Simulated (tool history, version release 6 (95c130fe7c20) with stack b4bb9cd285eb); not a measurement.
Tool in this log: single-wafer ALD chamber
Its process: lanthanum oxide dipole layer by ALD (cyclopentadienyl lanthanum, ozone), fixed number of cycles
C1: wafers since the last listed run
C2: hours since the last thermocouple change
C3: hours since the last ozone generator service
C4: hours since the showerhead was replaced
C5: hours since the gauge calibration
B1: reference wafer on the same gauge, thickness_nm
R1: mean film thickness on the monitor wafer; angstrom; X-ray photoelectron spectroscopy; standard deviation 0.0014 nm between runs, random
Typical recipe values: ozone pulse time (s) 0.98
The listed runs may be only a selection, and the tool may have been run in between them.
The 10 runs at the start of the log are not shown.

{"run": 11, "hour": 546.2, "ozone pulse time (s)": 1.17, "C1": 897, "C2": 64.8, "C3": 61.6, "C4": 79.9, "C5": 585.2, "B1": 0.5, "R1": 5.07}
{"run": 12, "hour": 596.4, "ozone pulse time (s)": 1.17, "C1": 737, "C2": 115.0, "C3": 111.8, "C4": 130.1, "C5": 635.4, "B1": 0.5, "R1": 5.05}
{"run": 13, "hour": 646.8, "ozone pulse time (s)": 0.98, "C1": 740, "C2": 165.4, "C3": 162.2, "C4": 180.5, "C5": 685.8, "B1": 0.5, "R1": 4.75}
{"run": 14, "hour": 674.2, "ozone pulse time (s)": 1.11, "C1": 402, "C2": 192.8, "C3": 189.6, "C4": 207.9, "C5": 713.2, "B1": 0.5, "R1": 4.98}
{"run": 15, "hour": 742.5, "ozone pulse time (s)": 0.69, "C1": 1002, "C2": 261.1, "C3": 257.9, "C4": 276.2, "C5": 781.5, "B1": 0.5, "R1": 3.99}
{"run": 16, "hour": 786.3, "ozone pulse time (s)": 0.75, "C1": 643, "C2": 304.9, "C3": 301.7, "C4": 320.0, "C5": 825.3, "B1": 0.499, "R1": 4.21}
{"run": 17, "hour": 816.0, "ozone pulse time (s)": 1.14, "C1": 436, "C2": 334.6, "C3": 331.4, "C4": 349.7, "C5": 855.0, "B1": 0.5, "R1": 5.03}
{"run": 18, "hour": 868.7, "ozone pulse time (s)": 0.8, "C1": 773, "C2": 387.3, "C3": 384.1, "C4": 402.4, "C5": 907.7, "B1": 0.5, "R1": 4.34}
{"run": 19, "hour": 907.1, "ozone pulse time (s)": 1.37, "C1": 563, "C2": 425.7, "C3": 422.5, "C4": 440.8, "C5": 946.1, "B1": 0.5, "R1": 5.23}
{"run": 20, "hour": 937.1, "ozone pulse time (s)": 0.71, "C1": 440, "C2": 455.7, "C3": 452.5, "C4": 470.8, "C5": 976.1, "B1": 0.5, "R1": 4.05}
{"run": 21, "hour": 1008.5, "ozone pulse time (s)": 0.98, "C1": 1048, "C2": 527.1, "C3": 523.9, "C4": 542.2, "C5": 1047.5, "B1": 0.5, "R1": 4.76}
{"hour": 1023.8, "done": "ozone generator serviced"}
{"run": 22, "hour": 1053.4, "ozone pulse time (s)": 0.98, "C1": 541, "C2": 572.0, "C3": 29.6, "C4": 587.1, "C5": 1092.4, "B1": 0.5, "R1": 4.77}
{"run": 23, "hour": 1083.3, "ozone pulse time (s)": 0.98, "C1": 439, "C2": 601.9, "C3": 59.5, "C4": 617.0, "C5": 1122.3, "B1": 0.5, "R1": 4.78}
{"run": 24, "hour": 1150.6, "ozone pulse time (s)": 0.85, "C1": 988, "C2": 669.2, "C3": 126.8, "C4": 684.3, "C5": 1189.6, "B1": 0.5, "R1": 4.51}
{"hour": 1193.0, "done": "gauge calibrated"}
{"run": 25, "hour": 1215.9, "ozone pulse time (s)": 1.23, "C1": 958, "C2": 734.5, "C3": 192.1, "C4": 749.6, "C5": 22.9, "B1": 0.5, "R1": 5.11}
{"run": 26, "hour": 1253.3, "ozone pulse time (s)": 0.98, "C1": 549, "C2": 771.9, "C3": 229.5, "C4": 787.0, "C5": 60.3, "B1": 0.5, "R1": 4.75}

Run 27 comes next. What will it give?
{"run": 27, "hour": 1283.7, "ozone pulse time (s)": 0.98, "C1": 446, "C2": 802.3, "C3": 259.9, "C4": 817.4, "C5": 90.7, "B1": "?", "R1": "?"}

{"run 27": {"B1": 0.5, "R1": 4.75}}
On a tool with no hidden condition, and with the same random variation, this run would have come out at R1 4.75 angstrom.
